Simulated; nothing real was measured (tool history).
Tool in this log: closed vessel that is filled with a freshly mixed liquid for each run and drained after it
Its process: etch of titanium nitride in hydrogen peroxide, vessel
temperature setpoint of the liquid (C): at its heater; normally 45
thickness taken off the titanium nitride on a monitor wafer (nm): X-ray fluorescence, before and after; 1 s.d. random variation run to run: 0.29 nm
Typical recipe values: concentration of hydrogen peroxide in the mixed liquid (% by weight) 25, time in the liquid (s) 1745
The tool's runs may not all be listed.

run    hour  temperature setpoint of the liquid (C)  concentration of hydrogen peroxide in the mixed liquid (% by weight)  time in the liquid (s)  wafers since the last listed run  hours since the thermometer was replaced  hours since the peroxide flow meter was replaced  hours since the drum of peroxide was connected  hours since the gauge calibration  read-back film thickness of the titanium nitride reference wafer, read on the same gauge (nm)  thickness taken off the titanium nitride on a monitor wafer (nm)
  1       0                                      48                                                                    25                    1400                                 0                                    2212.6                                            1471.9                                           856.4                             3588.2                                                                                          90.03                                                             36.19
  2    44.6                                      45                                                                  28.5                    1745                              1885                                    2257.2                                            1516.5                                             901                             3632.8                                                                                          89.96                                                             37.69
      108.1  -- thermometer replaced
      120.1  -- gauge calibrated
  3     206                                      45                                                                  28.5                    1745                              6780                                      97.9                                            1677.9                                          1062.4                               85.9                                                                                          90.05                                                             36.03
      252.8  -- new drum of peroxide connected
  4   503.6                                      45                                                                    25                    1745                             12537                                     395.5                                            1975.5                                           250.8                              383.5                                                                                          89.98                                                             34.99
  5   546.7                                    51.5                                                                    25                    1745                              1821                                     438.6                                            2018.6                                           293.9                              426.6                                                                                          89.99                                                             56.27
  6   586.4                                      45                                                                    25                    1745                              1678                                     478.3                                            2058.3                                           333.6                              466.3                                                                                          90.01                                                              35.1
  7   649.9                                    54.5                                                                  21.5                    1015                              2684                                     541.8                                            2121.8                                           397.1                              529.8                                                                                          90.01                                                             39.53
      732.7  -- peroxide flow meter replaced
  8   735.7                                      45                                                                    25                    2225                              3584                                     627.6                                                 3                                           482.9                              615.6                                                                                          89.99                                                             45.41
  9   790.5                                      45                                                                    25                    1745                              2316                                     682.4                                              57.8                                           537.7                              670.4                                                                                          89.99                                                             35.42
 10   864.3                                    41.5                                                                    30                    1745                              3119                                     756.2                                             131.6                                           611.5                              744.2                                                                                          89.98                                                             27.93
 11   955.7                                      37                                                                  21.5                    2745                              3863                                     847.6                                               223                                           702.9                              835.6                                                                                          90.02                                                             29.71
 12  1043.9                                      45                                                                  17.5                    1745                              3728                                     935.8                                             311.2                                           791.1                              923.8                                                                                          89.96                                                             33.13
 13  1140.2                                    39.5                                                                    25                    2180                              4070                                    1032.1                                             407.5                                           887.4                             1020.1                                                                                          90.01                                                             29.33
 14  1184.3                                      45                                                                    25                    1435                              1864                                    1076.2                                             451.6                                           931.5                             1064.2                                                                                          89.97                                                             29.24
 15  1427.2                                      45                                                                    25                    1435                             10267                                    1319.1                                             694.5                                          1174.4                             1307.1                                                                                          90.03                                                             29.67
     1493.9  -- new drum of peroxide connected
 16  1494.4                                      45                                                                    25                    1745                              2798                                    1386.3                                             761.7                                             0.5                             1374.3                                                                                          90.01                                                             36.15
 17  1589.1                                    51.5                                                                    29                    1230                              4003                                      1481                                             856.4                                            95.2                               1469                                                                                          90.02                                                             42.52
 18  1668.4                                      35                                                                    30                     745                              3352                                    1560.3                                             935.7                                           174.5                             1548.3                                                                                          89.99                                                              7.47
 19  1918.5                                    37.5                                                                    30                    1210                             10571                                    1810.4                                            1185.8                                           424.6                             1798.4                                                                                          90.02                                                              14.8
 20  1993.5                                      45                                                                    30                     780                              3170                                    1885.4                                            1260.8                                           499.6                             1873.4                                                                                          90.01                                                             16.89
 21  2065.9                                      49                                                                    21                    1745                              3060                                    1957.8                                            1333.2                                             572                             1945.8                                                                                          90.03                                                             46.47
     2074.9  -- thermometer replaced
 22  2172.8                                      37                                                                    21                    1145                              4476                                      97.9                                            1440.1                                           678.9                             2052.7                                                                                          90.03                                                             11.82
 23  2247.1                                      45                                                                    25                    1065                              3140                                     172.2                                            1514.4                                           753.2                               2127                                                                                             90                                                             21.25
 24  2333.3                                    47.5                                                                    27                    1385                              3643                                     258.4                                            1600.6                                           839.4                             2213.2                                                                                          90.01                                                             34.05
 25  2403.1                                      45                                                                    25                    1745                              2950                                     328.2                                            1670.4                                           909.2                               2283                                                                                          89.99                                                              35.3
 26  2494.2                                      48                                                                    29                    1275                              3850                                     419.3                                            1761.5                                          1000.3                             2374.1                                                                                          89.98                                                             33.38
 27  2593.2                                    37.5                                                                    30                     765                              4184                                     518.3                                            1860.5                                          1099.3                             2473.1                                                                                          90.01                                                              9.03
 28  2737.9                                    37.5                                                                    27                    2775                              6116                                       663                                            2005.2                                            1244                             2617.8                                                                                          90.02                                                             31.98

Below are 5 alternative next runs, each starting from the tool's condition after run 28. Predict each:
  A  2739                                    41.5                                                                    25                    1745                                46                                     664.1                                            2006.3                                          1245.1                             2618.9                                                                                              ?                                                                 ?
  B  2739                                      37                                                                  27.5                    1035                                46                                     664.1                                            2006.3                                          1245.1                             2618.9                                                                                              ?                                                                 ?
  C  2739                                      49                                                                  28.5                    2605                                46                                     664.1                                            2006.3                                          1245.1                             2618.9                                                                                              ?                                                                 ?
  D  2739                                    37.5                                                                    28                    1745                                46                                     664.1                                            2006.3                                          1245.1                             2618.9                                                                                              ?                                                                 ?
  E  2739                                      42                                                                    25                    1745                                46                                     664.1                                            2006.3                                          1245.1                             2618.9                                                                                              ?                                                                 ?

run  read-back film thickness of the titanium nitride reference wafer, read on the same gauge (nm)  thickness taken off the titanium nitride on a monitor wafer (nm)
  A                                                                                             90                                                             26.75
  B                                                                                             90                                                             11.45
  C                                                                                             90                                                             71.75
  D                                                                                             90                                                             20.15
  E                                                                                             90                                                             27.78
Stripped of hidden state, with their random variation kept, the same runs would have yielded:
run  thickness taken off the titanium nitride on a monitor wafer (nm)
  A                                                             26.22
  B                                                             11.22
  C                                                              70.4
  D                                                             19.74
  E                                                             27.24
